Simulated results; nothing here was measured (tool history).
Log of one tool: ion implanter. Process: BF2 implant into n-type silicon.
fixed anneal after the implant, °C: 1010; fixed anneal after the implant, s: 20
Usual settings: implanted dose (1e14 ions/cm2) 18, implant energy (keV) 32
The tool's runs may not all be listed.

run   hour  implanted dose (1e14 ions/cm2)  implant energy (keV)  read-back reference wafer on the same gauge, sheet resistance  sheet resistance of the implanted and annealed layer (ohm/square)
  1      0                           13.94                    32                                                         116.01                                                             149.55
  2   16.8                           13.81                    32                                                         116.03                                                             149.79
  3   30.5                           13.81                    32                                                         115.94                                                              149.4
  4     37                           16.35                    32                                                         115.98                                                             144.82
  5   53.4                           16.35                    32                                                         115.94                                                             144.44
  6   62.3                           16.35                    32                                                         116.03                                                             144.67
  7   71.3                           15.96                  23.5                                                         116.03                                                             166.67
  8   84.6                           15.96                  23.5                                                         115.98                                                             167.44
  9  100.8                           15.96                  23.5                                                         116.01                                                             166.69
 10  108.4                              18                    32                                                         115.99                                                             142.44
     141.9  -- gauge calibrated
     150.2  -- Faraday cup replaced and dose calibrated
 11  158.8                              18                    32                                                         115.94                                                             142.53
 12  173.7                              18                    32                                                         115.99                                                             142.48
 13  184.7                           15.28                    32                                                         115.96                                                             146.36
 14  194.5                           19.73                    40                                                         116.04                                                             126.38
 15  206.1                              18                    32                                                            116                                                              142.5
 16  222.5                           15.96                  23.5                                                         115.96                                                             166.75
 17  229.2                           23.15                  24.5                                                         116.01                                                             158.71
 18  245.5                              18                  22.5                                                         116.11                                                              167.9
     260.3  -- extraction supply calibrated
 19  261.9                           19.81                  28.5                                                         115.96                                                             149.04
 20  268.6                            16.5                    41                                                            116                                                             128.53
 21  280.3                           16.61                    41                                                          115.9                                                             128.44
 22  291.2                           15.28                    32                                                         116.01                                                             146.58
 23  305.7                           20.61                    32                                                         115.96                                                             140.59
 24  319.8                           22.86                    24                                                         116.03                                                             159.59
 25  327.1                           21.47                    27                                                         115.95                                                             152.31

3 ways to go on from here, each from the tool as it stands after run 25. What would each give?
  A  327.5                              18                    32                                                              ?                                                                  ?
  B  327.5                           13.83                    24                                                              ?                                                                  ?
  C  327.5                           20.75                  21.5                                                              ?                                                                  ?

run  read-back reference wafer on the same gauge, sheet resistance  sheet resistance of the implanted and annealed layer (ohm/square)
  A                                                         116.09                                                             142.58
  B                                                         116.09                                                              169.6
  C                                                         116.09                                                             168.92
Without the tool's hidden state the same runs would have given:
run  sheet resistance of the implanted and annealed layer (ohm/square)
  A                                                             142.58
  B                                                              169.6
  C                                                             168.92
